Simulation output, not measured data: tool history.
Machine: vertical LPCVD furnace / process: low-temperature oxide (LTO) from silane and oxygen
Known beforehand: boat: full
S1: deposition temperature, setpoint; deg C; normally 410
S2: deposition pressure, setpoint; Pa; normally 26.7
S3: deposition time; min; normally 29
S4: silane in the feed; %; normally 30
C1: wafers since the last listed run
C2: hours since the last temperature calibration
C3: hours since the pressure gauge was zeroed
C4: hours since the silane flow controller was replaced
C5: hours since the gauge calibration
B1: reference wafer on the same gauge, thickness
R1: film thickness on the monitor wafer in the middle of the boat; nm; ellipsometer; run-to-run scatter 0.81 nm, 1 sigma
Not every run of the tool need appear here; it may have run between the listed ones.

run,day,S1,S2,S3,S4,C1,C2,C3,C4,C5,B1,R1
1,0,410,26.7,29,30,0,1019.8,3111.9,2755.3,915.7,146.19,179.47
2,2.708,410,26.7,29,26,1183,1084.8,3176.9,2820.3,980.7,145.89,144.38
3,6.65,410,26.7,29,26,1721,1179.4,3271.5,2914.9,1075.3,145.85,144.9
4,9.517,410,26.7,29,30,1252,1248.2,3340.3,2983.7,1144.1,146.38,179.9
5,13.392,410,26.7,29,30,1692,1341.2,3433.3,3076.7,1237.1,146.05,180.63
6,17.45,410,26.7,29,30,1772,1438.6,3530.7,3174.1,1334.5,145.93,180.37
7,20.788,406,26.7,29,30,1457,1518.7,3610.8,3254.2,1414.6,145.7,173.36
8,23.188,406,26.7,29,30,1048,1576.3,3668.4,3311.8,1472.2,145.99,173.31
9,26.35,406,26.7,29,30,1381,1652.2,3744.3,3387.7,1548.1,145.92,173.6
10,28.996,410,26.7,29,30,1155,1715.7,3807.8,3451.2,1611.6,145.86,182.85
11,32.738,410,28,29,30,1634,1805.5,3897.6,3541,1701.4,145.85,191.5
# day 35.979: gauge calibrated
12,36.783,410,26.7,29,30,1767,1902.6,3994.7,3638.1,19.3,146.07,181.65
13,40.1,410,26.7,29,30,1448,1982.2,4074.3,3717.7,98.9,146.14,182.19
# day 42.104: thermocouples replaced and temperature profile calibrated
14,43.075,410,26.7,29,30,862,23.3,4145.7,3789.1,170.3,146.02,183.01
15,46.354,403,26.7,29,30,1432,102,4224.4,3867.8,249,146.07,170.71
16,48.892,410,32.7,29,30,1108,162.9,4285.3,3928.7,309.9,146.1,223.63
# day 50.354: silane flow controller replaced
17,53.071,410,33.3,29,35,1388,263.2,4385.6,65.2,410.2,146.02,281.41
# day 57.392: pressure gauge zeroed
18,57.412,422,33.3,22.5,26,1459,367.4,0.5,169.4,514.4,145.92,156.6
19,60.483,410,26.7,29,30,1341,441.1,74.2,243.1,588.1,146.14,173.12

Run 20 comes next. What will it give?
20,63.25,410,31.3,38,32,1208,507.5,140.6,309.5,654.5,?,?

B1: 146.14
R1: 293.98 nm
Without the tool's hidden state the same run would have given R1 293.35 nm.
